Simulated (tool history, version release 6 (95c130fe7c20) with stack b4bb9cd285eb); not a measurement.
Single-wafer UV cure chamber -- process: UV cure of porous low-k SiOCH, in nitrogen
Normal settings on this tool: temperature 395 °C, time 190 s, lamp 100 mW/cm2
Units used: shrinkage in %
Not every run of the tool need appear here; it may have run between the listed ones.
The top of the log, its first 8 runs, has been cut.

{"hour": 512.0, "done": "quartz window cleaned"}
{"run": 9, "hour": 519.8, "temperature": 381, "time": 190, "lamp": 100, "shrinkage": 8.275}
{"run": 10, "hour": 590.5, "temperature": 400, "time": 190, "lamp": 100, "shrinkage": 8.441}
{"run": 11, "hour": 647.6, "temperature": 400, "time": 190, "lamp": 100, "shrinkage": 8.309}
{"run": 12, "hour": 682.9, "temperature": 400, "time": 190, "lamp": 100, "shrinkage": 8.587}
{"hour": 784.2, "done": "UV bulbs replaced"}
{"run": 13, "hour": 795.7, "temperature": 395, "time": 190, "lamp": 100, "shrinkage": 7.442}
{"run": 14, "hour": 831.7, "temperature": 404, "time": 190, "lamp": 76, "shrinkage": 6.482}
{"run": 15, "hour": 903.5, "temperature": 404, "time": 190, "lamp": 76, "shrinkage": 6.405}
{"hour": 915.1, "done": "quartz window cleaned"}
{"run": 16, "hour": 932.2, "temperature": 404, "time": 190, "lamp": 76, "shrinkage": 6.398}
{"run": 17, "hour": 963.2, "temperature": 395, "time": 190, "lamp": 100, "shrinkage": 7.341}
{"hour": 1059.5, "done": "UV bulbs replaced, repeated, since the last time left the tool worse"}
{"run": 18, "hour": 1122.3, "temperature": 395, "time": 140, "lamp": 100, "shrinkage": 8.362}
{"run": 19, "hour": 1152.6, "temperature": 395, "time": 225, "lamp": 74, "shrinkage": 9.04}
{"run": 20, "hour": 1192.7, "temperature": 395, "time": 190, "lamp": 100, "shrinkage": 9.499}
{"hour": 1254.7, "done": "quartz window cleaned"}
{"run": 21, "hour": 1298.3, "temperature": 395, "time": 190, "lamp": 100, "shrinkage": 9.773}
{"run": 22, "hour": 1326.3, "temperature": 395, "time": 190, "lamp": 100, "shrinkage": 9.566}
{"run": 23, "hour": 1352.1, "temperature": 402, "time": 290, "lamp": 100, "shrinkage": 11.425}
{"run": 24, "hour": 1397.2, "temperature": 395, "time": 155, "lamp": 118, "shrinkage": 9.383}
{"run": 25, "hour": 1452.1, "temperature": 395, "time": 190, "lamp": 100, "shrinkage": 9.327}
{"run": 26, "hour": 1523.6, "temperature": 395, "time": 135, "lamp": 100, "shrinkage": 7.972}
{"run": 27, "hour": 1582.1, "temperature": 378, "time": 115, "lamp": 64, "shrinkage": 5.534}
{"hour": 1642.5, "done": "quartz window cleaned"}
{"run": 28, "hour": 1650.7, "temperature": 404, "time": 290, "lamp": 100, "shrinkage": 11.459}
{"run": 29, "hour": 1683.5, "temperature": 414, "time": 295, "lamp": 100, "shrinkage": 11.684}
{"run": 30, "hour": 1711.7, "temperature": 380, "time": 105, "lamp": 120, "shrinkage": 7.524}
{"run": 31, "hour": 1742.8, "temperature": 376, "time": 85, "lamp": 100, "shrinkage": 5.953}
{"run": 32, "hour": 1808.5, "temperature": 401, "time": 220, "lamp": 79, "shrinkage": 9.065}

Below are 5 alternative next runs, each starting from the tool's condition after run 32. Predict each:
{"run": "A", "hour": 1809.0, "temperature": 395, "time": 190, "lamp": 100, "shrinkage": "?"}
{"run": "B", "hour": 1809.0, "temperature": 377, "time": 190, "lamp": 138, "shrinkage": "?"}
{"run": "C", "hour": 1809.0, "temperature": 395, "time": 190, "lamp": 61, "shrinkage": "?"}
{"run": "D", "hour": 1809.0, "temperature": 389, "time": 270, "lamp": 73, "shrinkage": "?"}
{"run": "E", "hour": 1809.0, "temperature": 379, "time": 150, "lamp": 127, "shrinkage": "?"}

run=A shrinkage=9.36
run=B shrinkage=10.413
run=C shrinkage=7.386
run=D shrinkage=9.415
run=E shrinkage=9.108
What these runs would have given with no unlogged condition in the tool:
run=A shrinkage=9.741
run=B shrinkage=10.806
run=C shrinkage=7.741
run=D shrinkage=9.796
run=E shrinkage=9.486
